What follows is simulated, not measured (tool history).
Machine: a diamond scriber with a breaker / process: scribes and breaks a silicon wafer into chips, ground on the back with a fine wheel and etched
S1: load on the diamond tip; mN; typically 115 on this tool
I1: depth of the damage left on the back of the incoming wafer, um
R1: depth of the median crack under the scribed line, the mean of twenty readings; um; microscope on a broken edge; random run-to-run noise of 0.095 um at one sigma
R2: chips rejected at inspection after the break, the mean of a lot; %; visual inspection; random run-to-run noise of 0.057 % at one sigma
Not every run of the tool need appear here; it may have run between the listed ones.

run 1 hour=0.0 | S1=129 | I1=0.59 | R1=13.13 R2=2.25
run 2 hour=7.3 | S1=129 | I1=0.64 | R1=13.13 R2=2.41
run 3 hour=15.1 | S1=115 | I1=0.77 | R1=11.94 R2=7.78
run 4 hour=23.5 | S1=115 | I1=0.42 | R1=12.07 R2=7.82
run 5 hour=31.5 | S1=95 | I1=0.37 | R1=10.33 R2=24.20
run 6 hour=40.3 | S1=95 | I1=0.56 | R1=10.45 R2=25.56
run 7 hour=51.2 | S1=115 | I1=0.47 | R1=12.00 R2=7.96
run 8 hour=61.5 | S1=115 | I1=0.71 | R1=12.03 R2=8.57
run 9 hour=68.9 | S1=115 | I1=0.72 | R1=11.83 R2=8.05
run 10 hour=85.7 | S1=115 | I1=0.47 | R1=11.87 R2=8.99
run 11 hour=95.3 | S1=115 | I1=0.58 | R1=11.72 R2=8.62
run 12 hour=112.0 | S1=92 | I1=0.68 | R1=10.09 R2=30.64
run 13 hour=127.6 | S1=131 | I1=0.65 | R1=13.14 R2=2.66
run 14 hour=143.6 | S1=140 | I1=0.80 | R1=13.62 R2=1.48
-- hour=150.4 diamond tip replaced by a new one
run 15 hour=152.5 | S1=126 | I1=0.31 | R1=13.16 R2=2.44
run 16 hour=170.3 | S1=115 | I1=0.57 | R1=12.02 R2=6.85
run 17 hour=186.6 | S1=91 | I1=0.30 | R1=10.08 R2=30.00
-- hour=190.4 load on the tip recalibrated
run 18 hour=203.4 | S1=115 | I1=0.56 | R1=13.60 R2=1.59
run 19 hour=214.2 | S1=104 | I1=0.60 | R1=12.61 R2=4.37
run 20 hour=220.5 | S1=84 | I1=0.51 | R1=10.72 R2=22.35
run 21 hour=272.9 | S1=142 | I1=0.57 | R1=15.69 R2=5.71
run 22 hour=280.9 | S1=137 | I1=0.76 | R1=15.28 R2=4.01
run 23 hour=291.8 | S1=115 | I1=0.59 | R1=13.30 R2=2.10
run 24 hour=306.7 | S1=82 | I1=0.78 | R1=10.29 R2=25.61

Forecast each of these 4 alternatives for the next run:
run A hour=307.4 | S1=89 | I1=0.77 | R1=? R2=?
run B hour=307.4 | S1=146 | I1=0.77 | R1=? R2=?
run C hour=307.4 | S1=90 | I1=0.77 | R1=? R2=?
run D hour=307.4 | S1=145 | I1=0.77 | R1=? R2=?

run=A R1=10.88 R2=17.42
run=B R1=15.74 R2=6.63
run=C R1=10.97 R2=16.37
run=D R1=15.66 R2=6.25
With the hidden condition removed and each run's random variation left untouched, the same runs would have given:
run=A R1=11.37 R2=12.38
run=B R1=16.45 R2=10.47
run=C R1=11.47 R2=11.48
run=D R1=16.37 R2=9.98
